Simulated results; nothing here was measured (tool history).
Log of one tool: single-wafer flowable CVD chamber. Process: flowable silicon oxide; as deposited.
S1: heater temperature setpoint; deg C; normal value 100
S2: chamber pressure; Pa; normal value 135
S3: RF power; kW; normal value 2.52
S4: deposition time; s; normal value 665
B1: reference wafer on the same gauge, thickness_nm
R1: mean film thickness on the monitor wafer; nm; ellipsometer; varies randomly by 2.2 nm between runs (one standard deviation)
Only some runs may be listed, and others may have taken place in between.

| run | hour | S1 | S2 | S3 | S4 | B1 | R1 |
|---|---|---|---|---|---|---|---|
| 1 | 0 | 100 | 135 | 2.52 | 665 | 496.571 | 590.528 |
| 2 | 39.6 | 100 | 135 | 2.52 | 741 | 497.638 | 661.623 |
| 3 | 76.8 | 100 | 135 | 2.52 | 741 | 497.037 | 655.985 |
| 4 | 144.6 | 100 | 135 | 2.52 | 741 | 496.664 | 653.757 |
|  | 155.8 | thermocouple changed; heater temperature recalibrated |
| 5 | 172.3 | 100 | 135 | 2.52 | 665 | 496.984 | 576.627 |
|  | 176.3 | gauge calibrated |
| 6 | 213.4 | 96 | 135 | 2.665 | 592 | 496.455 | 582.614 |
| 7 | 256.5 | 100 | 164 | 2.97 | 771 | 497.025 | 827.182 |
| 8 | 326.2 | 100 | 135 | 2.52 | 665 | 497.272 | 580.435 |
| 9 | 395.6 | 100 | 115 | 2.52 | 665 | 496.557 | 494.376 |
| 10 | 447.8 | 100 | 135 | 2.52 | 665 | 497.33 | 586.147 |
| 11 | 487.4 | 100 | 135 | 2.195 | 665 | 497.908 | 575.262 |
|  | 669.1 | RF generator calibrated |
| 12 | 678.3 | 100 | 167 | 2.38 | 665 | 496.225 | 713.902 |
|  | 746.9 | capacitance manometer re-zeroed and calibrated |
| 13 | 747.4 | 93 | 135 | 2.52 | 665 | 496.86 | 687.254 |
| 14 | 781.9 | 100 | 135 | 2.845 | 665 | 497.641 | 569.346 |
| 15 | 826.9 | 100 | 156 | 2.52 | 665 | 496.323 | 646.047 |
| 16 | 864.4 | 100 | 135 | 2.135 | 722 | 497.273 | 596.226 |
| 17 | 935.6 | 100 | 135 | 2.52 | 665 | 496.906 | 569.718 |
| 18 | 997.1 | 100 | 167 | 2.965 | 665 | 497.931 | 711.845 |
| 19 | 1023.3 | 100 | 135 | 2.52 | 665 | 496.781 | 571.446 |
| 20 | 1076.8 | 100 | 135 | 2.52 | 665 | 496.616 | 574.574 |
| 21 | 1105.6 | 85 | 115 | 2.345 | 560 | 497.023 | 625.514 |
| 22 | 1146.5 | 90 | 155 | 2.245 | 665 | 497.674 | 862.656 |
| 23 | 1204.6 | 100 | 135 | 2.3 | 699 | 497.924 | 596.681 |
| 24 | 1242 | 112 | 113 | 2.74 | 622 | 496.801 | 327.448 |
| 25 | 1316.9 | 86 | 135 | 2.915 | 665 | 497.005 | 880.27 |
| 26 | 1356.1 | 100 | 135 | 2.52 | 712 | 497.222 | 623.005 |
| 27 | 1386.7 | 100 | 104 | 2.52 | 763 | 496.881 | 519.828 |
| 28 | 1426.6 | 104 | 104 | 2.685 | 741 | 496.249 | 451.732 |
| 29 | 1493.5 | 95 | 135 | 2.52 | 542 | 496.932 | 550.966 |

Each row is a separate what-if for the run after 29, all from the same tool condition, not one after another. Results?
| A | 1494.1 | 100 | 135 | 2.325 | 665 | ? | ? |
| B | 1494.1 | 100 | 135 | 2.9 | 665 | ? | ? |
| C | 1494.1 | 100 | 147 | 2.52 | 665 | ? | ? |

| run | B1 | R1 |
|---|---|---|
| A | 496.628 | 576.18 |
| B | 496.628 | 592.358 |
| C | 496.628 | 631.291 |
Without the tool's unlogged condition, the same runs would have read:
| run | R1 |
|---|---|
| A | 549.817 |
| B | 565.254 |
| C | 604.001 |
